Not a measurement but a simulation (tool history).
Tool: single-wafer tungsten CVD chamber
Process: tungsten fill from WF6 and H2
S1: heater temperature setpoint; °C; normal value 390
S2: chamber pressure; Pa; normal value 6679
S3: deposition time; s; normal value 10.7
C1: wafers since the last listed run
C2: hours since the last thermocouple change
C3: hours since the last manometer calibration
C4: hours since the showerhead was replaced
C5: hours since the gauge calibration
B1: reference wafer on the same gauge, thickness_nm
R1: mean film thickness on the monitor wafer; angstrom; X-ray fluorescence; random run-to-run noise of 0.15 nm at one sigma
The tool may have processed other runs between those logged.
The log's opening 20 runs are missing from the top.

Run 21, day 68.625: usual settings but S2 7159 Pa, S3 8.8 s; C1 1928; C2 394.2; C3 47.8; C4 334.0; C5 655.9; B1 33.361. Result: R1 262.21 angstrom.
Run 22, day 72.942: usual settings but S1 402 °C; C1 4224; C2 497.8; C3 151.4; C4 437.6; C5 759.5; B1 33.390. Result: R1 372.03 angstrom.
Run 23, day 75.529: usual settings; C1 2532; C2 559.9; C3 213.5; C4 499.7; C5 821.6; B1 33.406. Result: R1 308.72 angstrom.
Run 24, day 77.633: usual settings; C1 2059; C2 610.4; C3 264.0; C4 550.2; C5 872.1; B1 33.433. Result: R1 307.25 angstrom.
Run 25, day 81.379: usual settings but S1 385 °C; C1 3665; C2 700.3; C3 353.9; C4 640.1; C5 962.0; B1 33.348. Result: R1 286.92 angstrom.
Run 26, day 84.800: usual settings but S2 5306 Pa, S3 12.5 s; C1 3347; C2 782.4; C3 436.0; C4 722.2; C5 1044.1; B1 33.477. Result: R1 312.38 angstrom.
Run 27, day 95.204: usual settings but S3 8.6 s; C1 10181; C2 1032.1; C3 685.7; C4 971.9; C5 1293.8; B1 33.351. Result: R1 258.17 angstrom.
Run 28, day 98.288: usual settings but S1 385 °C; C1 3017; C2 1106.1; C3 759.7; C4 1045.9; C5 1367.8; B1 33.481. Result: R1 300.45 angstrom.
At day 100.379: thermocouple changed; heater temperature recalibrated.
Run 29, day 105.433: usual settings but S1 385 °C, S2 5893 Pa, S3 9.7 s; C1 6666; C2 121.3; C3 931.2; C4 1217.4; C5 1539.3; B1 33.402. Result: R1 232.70 angstrom.
Run 30, day 108.504: usual settings but S2 5066 Pa, S3 11.8 s; C1 3005; C2 195.0; C3 1004.9; C4 1291.1; C5 1613.0; B1 33.351. Result: R1 276.94 angstrom.

Forecast each of these 5 alternatives for the next run:
Run A, day 108.521: usual settings but S2 8293 Pa; C1 16; C2 195.4; C3 1005.3; C4 1291.5; C5 1613.4; B1 ?. Result: R1 ?.
Run B, day 108.521: usual settings but S2 6159 Pa, S3 12.7 s; C1 16; C2 195.4; C3 1005.3; C4 1291.5; C5 1613.4; B1 ?. Result: R1 ?.
Run C, day 108.521: usual settings but S1 399 °C; C1 16; C2 195.4; C3 1005.3; C4 1291.5; C5 1613.4; B1 ?. Result: R1 ?.
Run D, day 108.521: usual settings but S1 402 °C, S3 9.6 s; C1 16; C2 195.4; C3 1005.3; C4 1291.5; C5 1613.4; B1 ?. Result: R1 ?.
Run E, day 108.521: usual settings but S3 11.8 s; C1 16; C2 195.4; C3 1005.3; C4 1291.5; C5 1613.4; B1 ?. Result: R1 ?.

run      B1      R1
  A  33.396  347.75
  B  33.396  345.28
  C  33.396  355.53
  D  33.396  334.71
  E  33.396  337.80
With no hidden state in the tool, these same runs would have given:
run      R1
  A  346.91
  B  344.44
  C  354.69
  D  333.95
  E  336.98

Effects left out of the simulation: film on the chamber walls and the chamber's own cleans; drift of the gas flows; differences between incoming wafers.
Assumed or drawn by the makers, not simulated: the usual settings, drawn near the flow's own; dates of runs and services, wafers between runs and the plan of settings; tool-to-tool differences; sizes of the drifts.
